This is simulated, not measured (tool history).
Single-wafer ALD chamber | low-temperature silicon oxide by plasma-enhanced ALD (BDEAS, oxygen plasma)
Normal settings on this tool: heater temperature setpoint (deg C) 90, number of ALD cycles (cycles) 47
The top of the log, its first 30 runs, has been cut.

run,hour,heater temperature setpoint (deg C),number of ALD cycles (cycles),"read-back reference wafer on the same gauge, thickness_nm",mean film thickness on the monitor wafer (nm)
31,2366.1,90,47,7.692,6.558
32,2419.4,77,40,7.698,5.853
33,2487.1,81,44,7.689,6.287
34,2581.1,90,47,7.684,6.545
35,2668.2,83,43,7.682,6.127
36,2754.5,90,44,7.697,6.111
37,2805,90,41,7.706,5.711
38,2908.4,76,47,7.683,6.935
39,2994.5,90,47,7.698,6.612
40,3031.8,90,47,7.679,6.589
41,3076.5,90,47,7.685,6.565
42,3163.4,104,51,7.695,6.742
43,3251.1,103,40,7.688,5.343
44,3345.8,90,47,7.687,6.635
45,3382.5,77,39,7.686,5.792

Forecast run 46:
# hour 3443.5: gauge calibrated
46,3455.6,90,47,?,?

read-back reference wafer on the same gauge, thickness_nm: 7.688
mean film thickness on the monitor wafer (nm): 6.614
Had the tool carried no hidden state, the very same run would have given mean film thickness on the monitor wafer (nm) 6.525.

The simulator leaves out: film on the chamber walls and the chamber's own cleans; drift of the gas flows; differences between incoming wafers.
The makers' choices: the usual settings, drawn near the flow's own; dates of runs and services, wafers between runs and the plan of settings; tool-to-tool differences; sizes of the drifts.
